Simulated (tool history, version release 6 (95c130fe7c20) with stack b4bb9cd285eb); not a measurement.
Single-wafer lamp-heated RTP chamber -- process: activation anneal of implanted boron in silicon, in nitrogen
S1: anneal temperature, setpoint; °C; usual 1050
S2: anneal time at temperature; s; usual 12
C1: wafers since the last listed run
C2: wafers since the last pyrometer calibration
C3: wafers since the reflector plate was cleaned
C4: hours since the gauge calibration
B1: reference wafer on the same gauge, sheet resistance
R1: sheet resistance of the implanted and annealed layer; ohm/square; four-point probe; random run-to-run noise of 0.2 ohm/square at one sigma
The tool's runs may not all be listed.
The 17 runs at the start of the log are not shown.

run    hour    S1  S2    C1    C2    C3      C4     B1     R1
      956.2  -- gauge calibrated
      986.3  -- pyrometer window cleaned and pyrometer calibrated
 18  1094.1  1050  12  2194  1494  4861   137.9  62.47  71.69
     1104.3  -- reflector plate cleaned
 19  1125.6  1050  12   325  1819   295   169.4  62.52  71.74
 20  1174.6  1050  12   678  2498   973   218.4  62.46  71.85
 21  1207.5  1033  14   455  2954  1429   251.3  62.48  75.80
 22  1261.8  1074  12   752  3706  2182   305.6  62.52  66.46
 23  1302.4  1026  14   562  4269  2744   346.2  62.49  77.69
 24  1354.0  1076   6   714  4984  3459   397.8  62.46  69.49
 25  1382.4  1034  14   393  5377  3853   426.2  62.46  75.39
     1415.6  -- pyrometer window cleaned and pyrometer calibrated
 26  1449.4  1023   9   817   468  4670   493.2  62.52  80.84
 27  1488.7  1050  12   544  1013  5215   532.5  62.52  72.07
     1539.3  -- reflector plate cleaned
 28  1590.5  1039   5  1299  2312   709   634.3  62.50  78.56
 29  1633.0  1050  12   588  2901  1298   676.8  62.48  71.76
 30  1682.6  1050  12   687  3588  1985   726.4  62.54  71.72
 31  1736.8  1050  12   750  4339  2736   780.6  62.52  71.94
     1789.2  -- pyrometer window cleaned and pyrometer calibrated
 32  1790.5  1050  12   633    17  3369   834.3  62.42  71.84
 33  1842.5  1058  14   720   738  4090   886.3  62.51  69.30
 34  1866.9  1064   9   338  1076  4428   910.7  62.50  69.85
 35  1904.1  1064  14   515  1591  4943   947.9  62.53  67.99
 36  1949.9  1034   6   634  2226  5578   993.7  62.55  79.72
     1961.5  -- reflector plate cleaned
 37  1994.3  1035  18   504  2730   453  1038.1  62.51  74.37

Predict each of these 3 candidate next runs independently; none follows another, all start after run 37:
  A  1994.7  1050  12   5  2735  459  1038.5   ?   ?
  B  1994.7  1071  10   5  2735  459  1038.5   ?   ?
  C  1994.7  1035   8   5  2735  459  1038.5   ?   ?

run     B1     R1
  A  62.52  71.90
  B  62.52  68.22
  C  62.52  77.75
Take away the tool's hidden state, keep each run's random variation, and the runs would have read:
run     R1
  A  71.90
  B  68.22
  C  77.75

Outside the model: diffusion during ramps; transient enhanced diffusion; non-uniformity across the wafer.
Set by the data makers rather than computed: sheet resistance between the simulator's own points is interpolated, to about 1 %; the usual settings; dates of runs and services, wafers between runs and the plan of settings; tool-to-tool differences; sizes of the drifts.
